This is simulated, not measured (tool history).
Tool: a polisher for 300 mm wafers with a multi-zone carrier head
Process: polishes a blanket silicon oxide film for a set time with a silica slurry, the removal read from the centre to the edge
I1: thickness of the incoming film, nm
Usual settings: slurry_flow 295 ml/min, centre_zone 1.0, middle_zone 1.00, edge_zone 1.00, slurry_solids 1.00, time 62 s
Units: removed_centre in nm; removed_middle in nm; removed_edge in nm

Run 1, day 0.000: usual settings but middle_zone 1.06; I1 1784.4. Result: removed_centre 194.9 nm, removed_middle 212.6 nm, removed_edge 200.3 nm.
Run 2, day 0.504: usual settings but middle_zone 1.06; I1 1775.0. Result: removed_centre 194.6 nm, removed_middle 209.2 nm, removed_edge 198.6 nm.
Run 3, day 1.129: usual settings; I1 1793.5. Result: removed_centre 190.9 nm, removed_middle 197.5 nm, removed_edge 195.2 nm.
Run 4, day 1.696: usual settings; I1 1755.6. Result: removed_centre 190.9 nm, removed_middle 191.4 nm, removed_edge 193.4 nm.
Run 5, day 2.250: usual settings; I1 1776.8. Result: removed_centre 188.6 nm, removed_middle 193.9 nm, removed_edge 193.5 nm.
At day 2.608: carrier head's membrane replaced by a new one.
Run 6, day 2.629: usual settings but middle_zone 1.05, time 69 s; I1 1787.9. Result: removed_centre 208.3 nm, removed_middle 220.7 nm, removed_edge 215.3 nm.
At day 2.912: worn pad replaced by a new one.
Run 7, day 2.933: usual settings but middle_zone 1.05, time 69 s; I1 1791.0. Result: removed_centre 225.3 nm, removed_middle 237.0 nm, removed_edge 230.3 nm.
Run 8, day 3.446: usual settings but middle_zone 1.05, time 69 s; I1 1780.5. Result: removed_centre 225.7 nm, removed_middle 237.1 nm, removed_edge 225.9 nm.
At day 3.675: slurry nozzle cleaned.
Run 9, day 3.983: usual settings but middle_zone 0.92, slurry_solids 1.25, time 40 s; I1 1775.7. Result: removed_centre 144.4 nm, removed_middle 135.9 nm, removed_edge 148.4 nm.
At day 4.562: centre zone pressure recalibrated.
Run 10, day 4.612: usual settings but slurry_flow 370 ml/min; I1 1766.8. Result: removed_centre 204.0 nm, removed_middle 210.5 nm, removed_edge 212.1 nm.
Run 11, day 4.892: usual settings but centre_zone 0.9, middle_zone 0.91, slurry_solids 0.80, time 79 s; I1 1793.5. Result: removed_centre 206.8 nm, removed_middle 214.9 nm, removed_edge 233.8 nm.
At day 5.008: edge zone pressure recalibrated.
Run 12, day 5.167: usual settings but middle_zone 1.03, edge_zone 1.04, time 43 s; I1 1781.9. Result: removed_centre 139.1 nm, removed_middle 144.0 nm, removed_edge 143.9 nm.
Run 13, day 5.542: usual settings but time 81 s; I1 1786.8. Result: removed_centre 262.4 nm, removed_middle 264.4 nm, removed_edge 273.6 nm.

Forecast run 14:
Run 14, day 5.958: usual settings; I1 1801.2. Result: removed_centre ?, removed_middle ?, removed_edge ?.

Run 14 gave removed_centre 199.0 nm, removed_middle 201.4 nm, removed_edge 203.8 nm.
Without the tool's hidden state the same run would have given removed_centre 203.9 nm, removed_middle 206.4 nm, removed_edge 208.8 nm.
